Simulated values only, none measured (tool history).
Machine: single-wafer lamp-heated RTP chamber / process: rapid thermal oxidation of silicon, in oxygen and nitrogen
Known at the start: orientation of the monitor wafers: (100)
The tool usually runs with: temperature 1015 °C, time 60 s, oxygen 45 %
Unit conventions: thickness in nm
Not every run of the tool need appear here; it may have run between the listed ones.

run   hour  temperature  time  oxygen  wafers since the last listed run  wafers since the last pyrometer calibration  hours since the oxygen flow controller was replaced  hours since the gauge calibration  read-back reference wafer on the same gauge, thickness  thickness
  1    0.0         1015    83      45                                 0                                           69                                               3109.8                              447.7                                                   5.368      6.297
  2   31.1         1015    83      45                               312                                          382                                               3140.9                              478.8                                                   5.368      6.370
  3   60.0         1015    60      66                               290                                          673                                               3169.8                              507.7                                                   5.371      6.355
  4  110.6         1015    60      66                               509                                         1182                                               3220.4                              558.3                                                   5.374      6.377
  5  146.5         1015    60      66                               361                                         1543                                               3256.3                              594.2                                                   5.374      6.370
  6  216.1         1015    81      45                               700                                         2243                                               3325.9                              663.8                                                   5.372      6.430
     242.8  -- pyrometer window cleaned and pyrometer calibrated
  7  264.2         1015    81      45                               403                                          214                                               3374.0                              711.9                                                   5.366      6.640
     276.5  -- gauge calibrated
     314.0  -- oxygen flow controller replaced
  8  314.5         1015    60      45                               425                                          640                                                  0.5                               38.0                                                   5.367      5.880

Run 9 comes next. What will it give?
  9  352.0          985    37      61                               377                                         1017                                                 38.0                               75.5                                                       ?          ?

read-back reference wafer on the same gauge, thickness: 5.366
thickness: 4.331 nm
With the hidden condition absent and the run-to-run variation left alone, this run would have shown thickness 4.071 nm.

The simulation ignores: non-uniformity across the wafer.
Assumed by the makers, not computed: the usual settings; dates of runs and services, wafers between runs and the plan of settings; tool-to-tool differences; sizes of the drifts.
